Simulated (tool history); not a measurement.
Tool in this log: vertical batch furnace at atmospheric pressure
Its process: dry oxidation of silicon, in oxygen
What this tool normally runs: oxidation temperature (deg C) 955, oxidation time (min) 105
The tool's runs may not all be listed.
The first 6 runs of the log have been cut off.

run	hour	oxidation temperature (deg C)	oxidation time (min)	wafers since the last listed run	hours since the last temperature calibration	hours since the boat lift was adjusted	hours since the gauge calibration	read-back reference wafer on the same gauge, thickness	oxide thickness on the monitor wafer (Å)
7	368.5	955	105	361	4037.4	950.7	2406.9	41.84	454.9
8	433.8	955	105	566	4102.7	1016	2472.2	41.82	454.7
9	519.4	955	119	743	4188.3	1101.6	2557.8	41.79	497.4
10	627.4	955	105	937	4296.3	1209.6	2665.8	41.75	456.9
11	674.8	955	105	411	4343.7	1257	2713.2	41.7	456.7
# hour 737.4: thermocouples replaced and temperature profile calibrated
12	737.9	955	105	339	0.5	1320.1	2776.3	41.68	453.5
# hour 746.1: gauge calibrated
13	913.3	964	105	1522	175.9	1495.5	167.2	42.6	501.4
14	1011.1	964	105	848	273.7	1593.3	265	42.54	502.1
15	1087.7	955	105	664	350.3	1669.9	341.6	42.57	463.7
16	1132	935	128	384	394.6	1714.2	385.9	42.51	432.7
17	1214	955	105	711	476.6	1796.2	467.9	42.46	461.5
18	1285.1	941	55	617	547.7	1867.3	539	42.47	257.5
19	1384.7	955	105	864	647.3	1966.9	638.6	42.42	461.5
20	1439.6	978	123	476	702.2	2021.8	693.5	42.39	621.5
21	1513.5	962	137.5	641	776.1	2095.7	767.4	42.37	595.5
22	1576.4	955	68.5	546	839	2158.6	830.3	42.31	344.2
# hour 1625.4: boat lift adjusted
23	1678.5	955	105	677	941.1	53.1	932.4	42.3	460
24	1753.3	955	105	649	1015.9	127.9	1007.2	42.29	459.2
25	1836.6	955	105	723	1099.2	211.2	1090.5	42.25	458.8
26	1929.5	955	105	806	1192.1	304.1	1183.4	42.21	460.2
27	2020.9	955	105	793	1283.5	395.5	1274.8	42.18	460.2

Run 28 is up next; what results do you expect?
28	2080.1	955	105	513	1342.7	454.7	1334	?	?

Run 28 measured read-back reference wafer on the same gauge, thickness 42.11, oxide thickness on the monitor wafer (Å) 457.4.
Were there no unlogged condition in the tool, this run, its random variation unchanged, would have produced oxide thickness on the monitor wafer (Å) 464.5.
